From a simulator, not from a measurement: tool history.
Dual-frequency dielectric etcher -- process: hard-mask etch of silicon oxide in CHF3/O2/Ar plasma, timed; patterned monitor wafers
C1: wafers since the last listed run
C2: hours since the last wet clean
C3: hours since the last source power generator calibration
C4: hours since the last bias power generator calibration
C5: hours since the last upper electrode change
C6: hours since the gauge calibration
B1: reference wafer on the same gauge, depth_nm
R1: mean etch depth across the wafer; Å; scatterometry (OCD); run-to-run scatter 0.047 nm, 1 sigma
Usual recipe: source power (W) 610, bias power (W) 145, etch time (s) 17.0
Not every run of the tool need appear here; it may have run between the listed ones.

{"run": 1, "hour": 0.0, "source power (W)": 530, "bias power (W)": 130, "etch time (s)": 17.0, "C1": 0, "C2": 364.4, "C3": 1615.6, "C4": 3685.0, "C5": 3858.0, "C6": 60.7, "B1": 35.19, "R1": 281.0}
{"run": 2, "hour": 8.7, "source power (W)": 540, "bias power (W)": 127, "etch time (s)": 17.0, "C1": 118, "C2": 373.1, "C3": 1624.3, "C4": 3693.7, "C5": 3866.7, "C6": 69.4, "B1": 35.2, "R1": 282.7}
{"run": 3, "hour": 19.0, "source power (W)": 540, "bias power (W)": 127, "etch time (s)": 17.0, "C1": 139, "C2": 383.4, "C3": 1634.6, "C4": 3704.0, "C5": 3877.0, "C6": 79.7, "B1": 35.2, "R1": 281.3}
{"run": 4, "hour": 28.3, "source power (W)": 540, "bias power (W)": 127, "etch time (s)": 17.0, "C1": 126, "C2": 392.7, "C3": 1643.9, "C4": 3713.3, "C5": 3886.3, "C6": 89.0, "B1": 35.2, "R1": 281.6}
{"run": 5, "hour": 44.7, "source power (W)": 610, "bias power (W)": 145, "etch time (s)": 17.0, "C1": 222, "C2": 409.1, "C3": 1660.3, "C4": 3729.7, "C5": 3902.7, "C6": 105.4, "B1": 35.2, "R1": 307.3}
{"run": 6, "hour": 59.4, "source power (W)": 610, "bias power (W)": 145, "etch time (s)": 17.0, "C1": 199, "C2": 423.8, "C3": 1675.0, "C4": 3744.4, "C5": 3917.4, "C6": 120.1, "B1": 35.21, "R1": 306.5}
{"hour": 73.8, "done": "bias power generator calibrated"}
{"run": 7, "hour": 74.9, "source power (W)": 610, "bias power (W)": 145, "etch time (s)": 17.0, "C1": 156, "C2": 439.3, "C3": 1690.5, "C4": 1.1, "C5": 3932.9, "C6": 135.6, "B1": 35.2, "R1": 307.3}
{"run": 8, "hour": 86.5, "source power (W)": 730, "bias power (W)": 145, "etch time (s)": 17.0, "C1": 157, "C2": 450.9, "C3": 1702.1, "C4": 12.7, "C5": 3944.5, "C6": 147.2, "B1": 35.21, "R1": 330.1}
{"run": 9, "hour": 97.8, "source power (W)": 610, "bias power (W)": 145, "etch time (s)": 17.0, "C1": 153, "C2": 462.2, "C3": 1713.4, "C4": 24.0, "C5": 3955.8, "C6": 158.5, "B1": 35.19, "R1": 306.5}
{"run": 10, "hour": 115.1, "source power (W)": 500, "bias power (W)": 145, "etch time (s)": 13.5, "C1": 235, "C2": 479.5, "C3": 1730.7, "C4": 41.3, "C5": 3973.1, "C6": 175.8, "B1": 35.18, "R1": 222.3}
{"hour": 144.5, "done": "source power generator calibrated"}
{"hour": 145.8, "done": "wet clean of the chamber"}
{"run": 11, "hour": 146.3, "source power (W)": 610, "bias power (W)": 136, "etch time (s)": 17.0, "C1": 352, "C2": 0.5, "C3": 1.8, "C4": 72.5, "C5": 4004.3, "C6": 207.0, "B1": 35.19, "R1": 311.5}
{"run": 12, "hour": 146.6, "source power (W)": 610, "bias power (W)": 145, "etch time (s)": 17.0, "C1": 4, "C2": 0.8, "C3": 2.1, "C4": 72.8, "C5": 4004.6, "C6": 207.3, "B1": 35.21, "R1": 318.3}
{"run": 13, "hour": 146.9, "source power (W)": 740, "bias power (W)": 133, "etch time (s)": 17.0, "C1": 4, "C2": 1.1, "C3": 2.4, "C4": 73.1, "C5": 4004.9, "C6": 207.6, "B1": 35.2, "R1": 337.7}
{"hour": 158.1, "done": "gauge calibrated"}
{"hour": 173.2, "done": "upper electrode replaced"}
{"run": 14, "hour": 173.7, "source power (W)": 610, "bias power (W)": 145, "etch time (s)": 17.0, "C1": 38, "C2": 27.9, "C3": 29.2, "C4": 99.9, "C5": 0.5, "C6": 15.6, "B1": 35.2, "R1": 317.6}
{"run": 15, "hour": 184.3, "source power (W)": 700, "bias power (W)": 145, "etch time (s)": 18.5, "C1": 144, "C2": 38.5, "C3": 39.8, "C4": 110.5, "C5": 11.1, "C6": 26.2, "B1": 35.2, "R1": 366.0}
{"run": 16, "hour": 190.5, "source power (W)": 690, "bias power (W)": 145, "etch time (s)": 17.0, "C1": 84, "C2": 44.7, "C3": 46.0, "C4": 116.7, "C5": 17.3, "C6": 32.4, "B1": 35.22, "R1": 332.9}
{"run": 17, "hour": 208.5, "source power (W)": 670, "bias power (W)": 110, "etch time (s)": 17.0, "C1": 244, "C2": 62.7, "C3": 64.0, "C4": 134.7, "C5": 35.3, "C6": 50.4, "B1": 35.2, "R1": 307.3}
{"run": 18, "hour": 222.9, "source power (W)": 610, "bias power (W)": 145, "etch time (s)": 17.0, "C1": 195, "C2": 77.1, "C3": 78.4, "C4": 149.1, "C5": 49.7, "C6": 64.8, "B1": 35.22, "R1": 315.4}

Below are 5 alternative next runs, each starting from the tool's condition after run 18. Predict each:
{"run": "A", "hour": 223.3, "source power (W)": 560, "bias power (W)": 145, "etch time (s)": 17.0, "C1": 5, "C2": 77.5, "C3": 78.8, "C4": 149.5, "C5": 50.1, "C6": 65.2, "B1": "?", "R1": "?"}
{"run": "B", "hour": 223.3, "source power (W)": 610, "bias power (W)": 132, "etch time (s)": 17.0, "C1": 5, "C2": 77.5, "C3": 78.8, "C4": 149.5, "C5": 50.1, "C6": 65.2, "B1": "?", "R1": "?"}
{"run": "C", "hour": 223.3, "source power (W)": 490, "bias power (W)": 145, "etch time (s)": 20.0, "C1": 5, "C2": 77.5, "C3": 78.8, "C4": 149.5, "C5": 50.1, "C6": 65.2, "B1": "?", "R1": "?"}
{"run": "D", "hour": 223.3, "source power (W)": 610, "bias power (W)": 117, "etch time (s)": 13.0, "C1": 5, "C2": 77.5, "C3": 78.8, "C4": 149.5, "C5": 50.1, "C6": 65.2, "B1": "?", "R1": "?"}
{"run": "E", "hour": 223.3, "source power (W)": 740, "bias power (W)": 145, "etch time (s)": 13.5, "C1": 5, "C2": 77.5, "C3": 78.8, "C4": 149.5, "C5": 50.1, "C6": 65.2, "B1": "?", "R1": "?"}

run=A B1=35.21 R1=305.0
run=B B1=35.21 R1=308.7
run=C B1=35.21 R1=338.4
run=D B1=35.21 R1=228.9
run=E B1=35.21 R1=273.0
Take away the tool's hidden state, keep each run's random variation, and the runs would have read:
run=A R1=305.3
run=B R1=309.0
run=C R1=338.8
run=D R1=229.1
run=E R1=273.3
